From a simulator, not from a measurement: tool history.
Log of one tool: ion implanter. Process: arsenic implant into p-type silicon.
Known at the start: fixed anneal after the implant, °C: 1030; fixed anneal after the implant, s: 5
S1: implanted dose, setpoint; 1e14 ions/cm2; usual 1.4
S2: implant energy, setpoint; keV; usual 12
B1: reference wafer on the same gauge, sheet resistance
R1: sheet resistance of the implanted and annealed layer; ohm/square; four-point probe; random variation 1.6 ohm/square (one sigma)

run 1 hour=0 | S1=1.4 S2=12 | B1=452 | R1=550.6
run 2 hour=62.7 | S1=1.4 S2=12 | B1=451.97 | R1=546.59
run 3 hour=99.5 | S1=1.4 S2=12 | B1=452.13 | R1=550.67
run 4 hour=166 | S1=1.55 S2=9 | B1=452.13 | R1=527.79
run 5 hour=202.4 | S1=1.55 S2=9 | B1=452.06 | R1=530.53
run 6 hour=273.1 | S1=1.4 S2=12 | B1=452.31 | R1=555.75
run 7 hour=301.6 | S1=1.4 S2=12 | B1=452.05 | R1=552.09
run 8 hour=361.9 | S1=1.72 S2=8 | B1=452.11 | R1=497.96
run 9 hour=417.6 | S1=1.59 S2=8.5 | B1=452 | R1=528.25
run 10 hour=452.3 | S1=1.4 S2=12 | B1=451.86 | R1=557.9
run 11 hour=516 | S1=1.58 S2=10 | B1=452 | R1=522.4
run 12 hour=572.5 | S1=1.05 S2=8 | B1=451.86 | R1=710.8
run 13 hour=638.1 | S1=1.16 S2=10 | B1=452.12 | R1=642.07
run 14 hour=676.2 | S1=1.67 S2=10 | B1=452.24 | R1=486.21
run 15 hour=733.2 | S1=1.4 S2=12 | B1=452.23 | R1=542.07

Not shown: 3 entries that the log had between the listed runs. Between which runs, and how does the tool's hidden state differ before and after?
Between runs 5 and 6: gauge calibrated (hour 230)
  deviation of the true dose from the Faraday cup's reading, %: -1.71 -> -1.96
  measured less the result without the state, R1: +6.88 -> +8.13 ohm/square
Between runs 7 and 8: extraction supply calibrated (hour 329.3)
  deviation of the true dose from the Faraday cup's reading, %: -2.06 -> -2.29
  measured less the result without the state, R1: +8.5 -> +8.72 ohm/square
Between runs 11 and 12: Faraday cup replaced and dose calibrated (hour 533.2)
  deviation of the true dose from the Faraday cup's reading, %: -2.95 -> 0.472
  measured less the result without the state, R1: +11.68 -> -2.51 ohm/square
